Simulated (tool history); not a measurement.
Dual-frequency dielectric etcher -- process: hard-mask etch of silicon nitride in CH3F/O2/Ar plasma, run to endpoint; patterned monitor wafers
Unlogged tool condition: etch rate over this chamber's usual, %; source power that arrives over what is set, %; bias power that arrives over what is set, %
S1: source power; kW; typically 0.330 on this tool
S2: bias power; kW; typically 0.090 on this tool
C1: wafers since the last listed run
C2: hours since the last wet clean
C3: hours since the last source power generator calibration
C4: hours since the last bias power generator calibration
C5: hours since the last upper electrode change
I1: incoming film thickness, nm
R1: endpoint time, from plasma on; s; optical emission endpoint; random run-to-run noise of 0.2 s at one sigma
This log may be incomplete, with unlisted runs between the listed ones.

{"run": 1, "hour": 0.0, "S1": 0.33, "S2": 0.09, "C1": 0, "C2": 79.9, "C3": 2774.2, "C4": 2766.3, "C5": 2180.7, "I1": 43.81, "R1": 68.3}
{"run": 2, "hour": 54.8, "S1": 0.33, "S2": 0.09, "C1": 520, "C2": 134.7, "C3": 2829.0, "C4": 2821.1, "C5": 2235.5, "I1": 43.74, "R1": 68.4}
{"run": 3, "hour": 92.9, "S1": 0.28, "S2": 0.096, "C1": 361, "C2": 172.8, "C3": 2867.1, "C4": 2859.2, "C5": 2273.6, "I1": 43.53, "R1": 70.7}
{"run": 4, "hour": 142.4, "S1": 0.28, "S2": 0.096, "C1": 470, "C2": 222.3, "C3": 2916.6, "C4": 2908.7, "C5": 2323.1, "I1": 43.59, "R1": 71.5}
{"run": 5, "hour": 168.7, "S1": 0.28, "S2": 0.096, "C1": 249, "C2": 248.6, "C3": 2942.9, "C4": 2935.0, "C5": 2349.4, "I1": 43.8, "R1": 72.2}
{"run": 6, "hour": 219.9, "S1": 0.33, "S2": 0.09, "C1": 486, "C2": 299.8, "C3": 2994.1, "C4": 2986.2, "C5": 2400.6, "I1": 43.44, "R1": 69.1}
{"run": 7, "hour": 251.8, "S1": 0.33, "S2": 0.09, "C1": 302, "C2": 331.7, "C3": 3026.0, "C4": 3018.1, "C5": 2432.5, "I1": 43.48, "R1": 69.2}
{"run": 8, "hour": 317.3, "S1": 0.33, "S2": 0.09, "C1": 622, "C2": 397.2, "C3": 3091.5, "C4": 3083.6, "C5": 2498.0, "I1": 43.89, "R1": 70.2}
{"hour": 347.1, "done": "wet clean of the chamber"}
{"run": 9, "hour": 364.4, "S1": 0.33, "S2": 0.09, "C1": 219, "C2": 17.3, "C3": 3138.6, "C4": 3130.7, "C5": 2545.1, "I1": 43.47, "R1": 67.6}
{"run": 10, "hour": 413.1, "S1": 0.33, "S2": 0.09, "C1": 462, "C2": 66.0, "C3": 3187.3, "C4": 3179.4, "C5": 2593.8, "I1": 43.78, "R1": 68.1}
{"run": 11, "hour": 456.2, "S1": 0.33, "S2": 0.09, "C1": 409, "C2": 109.1, "C3": 3230.4, "C4": 3222.5, "C5": 2636.9, "I1": 43.69, "R1": 68.2}
{"hour": 474.9, "done": "source power generator calibrated"}
{"run": 12, "hour": 496.5, "S1": 0.33, "S2": 0.08, "C1": 344, "C2": 149.4, "C3": 21.6, "C4": 3262.8, "C5": 2677.2, "I1": 43.56, "R1": 70.4}
{"run": 13, "hour": 526.5, "S1": 0.33, "S2": 0.08, "C1": 284, "C2": 179.4, "C3": 51.6, "C4": 3292.8, "C5": 2707.2, "I1": 43.57, "R1": 70.8}
{"run": 14, "hour": 562.0, "S1": 0.4, "S2": 0.09, "C1": 337, "C2": 214.9, "C3": 87.1, "C4": 3328.3, "C5": 2742.7, "I1": 43.59, "R1": 63.8}
{"run": 15, "hour": 618.0, "S1": 0.25, "S2": 0.071, "C1": 531, "C2": 270.9, "C3": 143.1, "C4": 3384.3, "C5": 2798.7, "I1": 43.67, "R1": 81.9}
{"run": 16, "hour": 663.7, "S1": 0.3, "S2": 0.073, "C1": 434, "C2": 316.6, "C3": 188.8, "C4": 3430.0, "C5": 2844.4, "I1": 43.59, "R1": 76.6}
{"hour": 698.1, "done": "wet clean of the chamber"}
{"run": 17, "hour": 698.6, "S1": 0.33, "S2": 0.102, "C1": 103, "C2": 0.5, "C3": 223.7, "C4": 3464.9, "C5": 2879.3, "I1": 43.87, "R1": 64.8}
{"run": 18, "hour": 754.4, "S1": 0.28, "S2": 0.09, "C1": 529, "C2": 56.3, "C3": 279.5, "C4": 3520.7, "C5": 2935.1, "I1": 43.75, "R1": 72.5}
{"hour": 767.6, "done": "bias power generator calibrated"}
{"run": 19, "hour": 822.7, "S1": 0.33, "S2": 0.09, "C1": 610, "C2": 124.6, "C3": 347.8, "C4": 55.1, "C5": 3003.4, "I1": 43.86, "R1": 68.4}
{"hour": 865.8, "done": "upper electrode replaced"}
{"run": 20, "hour": 866.3, "S1": 0.33, "S2": 0.08, "C1": 186, "C2": 168.2, "C3": 391.4, "C4": 98.7, "C5": 0.5, "I1": 43.09, "R1": 70.2}
{"run": 21, "hour": 893.4, "S1": 0.4, "S2": 0.079, "C1": 257, "C2": 195.3, "C3": 418.5, "C4": 125.8, "C5": 27.6, "I1": 43.77, "R1": 67.1}
{"run": 22, "hour": 951.4, "S1": 0.35, "S2": 0.09, "C1": 550, "C2": 253.3, "C3": 476.5, "C4": 183.8, "C5": 85.6, "I1": 43.09, "R1": 66.9}
{"run": 23, "hour": 985.7, "S1": 0.37, "S2": 0.09, "C1": 325, "C2": 287.6, "C3": 510.8, "C4": 218.1, "C5": 119.9, "I1": 43.21, "R1": 65.7}
{"run": 24, "hour": 1050.5, "S1": 0.33, "S2": 0.09, "C1": 615, "C2": 352.4, "C3": 575.6, "C4": 282.9, "C5": 184.7, "I1": 43.92, "R1": 70.2}

What will run 25 give?
{"run": 25, "hour": 1087.3, "S1": 0.33, "S2": 0.09, "C1": 349, "C2": 389.2, "C3": 612.4, "C4": 319.7, "C5": 221.5, "I1": 43.75, "R1": "?"}

{"run 25": {"R1": 70.3}}
On a tool with no hidden condition, and with the same random variation, this run would have come out at R1 67.9 s.
